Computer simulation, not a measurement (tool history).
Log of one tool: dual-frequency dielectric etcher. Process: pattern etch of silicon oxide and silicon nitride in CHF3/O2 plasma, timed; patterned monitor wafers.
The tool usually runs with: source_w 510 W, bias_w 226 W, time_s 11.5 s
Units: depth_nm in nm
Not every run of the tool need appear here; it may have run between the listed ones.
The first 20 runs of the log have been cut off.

| run | hour | source_w | bias_w | time_s | read-back reference wafer on the same gauge, depth_nm | depth_nm |
|---|---|---|---|---|---|---|
| 21 | 511.1 | 610 | 272 | 10 | 14.63 | 17.98 |
| 22 | 546.6 | 510 | 201 | 15 | 14.63 | 22.68 |
| 23 | 575.1 | 510 | 226 | 14.5 | 14.64 | 22.76 |
| 24 | 608 | 510 | 171 | 8.5 | 14.62 | 12.39 |
| 25 | 639.5 | 440 | 253 | 13 | 14.64 | 19.35 |
| 26 | 652.1 | 510 | 226 | 11.5 | 14.61 | 18.06 |
| 27 | 673.7 | 430 | 254 | 8.5 | 14.61 | 12.5 |
| 28 | 690.5 | 510 | 242 | 11.5 | 14.61 | 18.29 |
| 29 | 721.9 | 550 | 226 | 11.5 | 14.62 | 18.7 |
| 30 | 734.5 | 590 | 263 | 14.5 | 14.59 | 25.35 |
| 31 | 783.5 | 510 | 205 | 11.5 | 14.59 | 17.5 |

Here are 3 independent what-if runs from the current tool condition. What would each one return?
| A | 783.9 | 510 | 226 | 11.5 | ? | ? |
| B | 783.9 | 400 | 267 | 13.5 | ? | ? |
| C | 783.9 | 470 | 268 | 12.5 | ? | ? |

| run | read-back reference wafer on the same gauge, depth_nm | depth_nm |
|---|---|---|
| A | 14.59 | 17.98 |
| B | 14.59 | 19.4 |
| C | 14.59 | 19.64 |
Without the tool's hidden state the same runs would have given:
| run | depth_nm |
|---|---|
| A | 18.1 |
| B | 19.54 |
| C | 19.78 |
